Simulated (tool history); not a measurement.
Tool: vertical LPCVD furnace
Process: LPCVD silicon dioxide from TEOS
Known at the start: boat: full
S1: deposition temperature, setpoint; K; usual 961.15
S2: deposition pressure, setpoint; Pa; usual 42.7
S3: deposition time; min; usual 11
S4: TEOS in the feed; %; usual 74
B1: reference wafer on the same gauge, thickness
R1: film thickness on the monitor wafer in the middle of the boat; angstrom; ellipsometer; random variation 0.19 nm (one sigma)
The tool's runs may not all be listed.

| run | hour | S1 | S2 | S3 | S4 | B1 | R1 |
|---|---|---|---|---|---|---|---|
| 1 | 0 | 961.15 | 42.7 | 8.5 | 64 | 57.78 | 434.3 |
| 2 | 203.3 | 961.15 | 42.7 | 8.5 | 64 | 57.73 | 433.7 |
| 3 | 251.4 | 961.15 | 42.7 | 8.5 | 64 | 57.8 | 434.5 |
| 4 | 298.2 | 961.15 | 42.7 | 11 | 74 | 57.84 | 602.8 |
| 5 | 400.2 | 961.15 | 42.7 | 11 | 74 | 57.81 | 604.2 |
| 6 | 495.4 | 961.15 | 42.7 | 11 | 74 | 57.77 | 606.8 |
| 7 | 540.8 | 966.15 | 42.7 | 11 | 74 | 57.78 | 679.2 |
| 8 | 614.4 | 966.15 | 42.7 | 11 | 74 | 57.85 | 682.6 |
| 9 | 667.5 | 966.15 | 42.7 | 11 | 74 | 57.83 | 680.6 |
| 10 | 773.2 | 961.15 | 42.7 | 11 | 74 | 57.79 | 601.8 |
|  | 841.7 | TEOS flow controller replaced |
| 11 | 842.2 | 961.15 | 42.7 | 11 | 74 | 57.75 | 604.8 |
| 12 | 911.7 | 961.15 | 42.7 | 11 | 74 | 57.82 | 600.7 |
|  | 913.7 | gauge calibrated |
|  | 986.4 | pressure gauge zeroed |
| 13 | 986.9 | 959.15 | 42.7 | 11 | 74 | 57.8 | 572.4 |
| 14 | 1046.1 | 961.15 | 42.7 | 11 | 74 | 57.76 | 604.9 |
| 15 | 1237 | 957.15 | 42.7 | 14 | 82 | 57.81 | 735.6 |
| 16 | 1322.7 | 972.15 | 42.7 | 11 | 74 | 57.8 | 784.6 |
| 17 | 1419.3 | 958.15 | 42.7 | 11 | 74 | 57.84 | 562.5 |
| 18 | 1490.1 | 966.15 | 42.7 | 11 | 74 | 57.8 | 678.1 |
| 19 | 1547.9 | 961.15 | 42.7 | 7.5 | 60 | 57.79 | 370.6 |
|  | 1588.6 | thermocouples replaced and temperature profile calibrated |
| 20 | 1601.7 | 961.15 | 48 | 15.5 | 74 | 57.83 | 901.8 |
| 21 | 1691.2 | 961.15 | 42.7 | 11 | 80 | 57.86 | 627.7 |
| 22 | 1792.8 | 966.15 | 32 | 12.5 | 65 | 57.81 | 626.7 |
| 23 | 1860.5 | 961.15 | 42.7 | 11 | 84 | 57.8 | 644 |
| 24 | 1950.5 | 961.15 | 42.7 | 8.5 | 64 | 57.79 | 431.6 |
| 25 | 2017.5 | 954.15 | 42.7 | 7.5 | 63 | 57.82 | 320.8 |
| 26 | 2065.4 | 953.15 | 33.3 | 15 | 62 | 57.79 | 549.2 |
| 27 | 2147.4 | 961.15 | 42.7 | 11 | 74 | 57.78 | 604.9 |
| 28 | 2184.8 | 957.15 | 42.7 | 14 | 82 | 57.75 | 732.8 |

The tool's hidden state at each run:
true tube temperature minus thermocouple reading, K: 0 in every run
true pressure minus gauge reading, mTorr: 0 in every run
deviation of the TEOS flow from its setpoint, %: 0 in every run
gauge reads high (%): 0 in every run
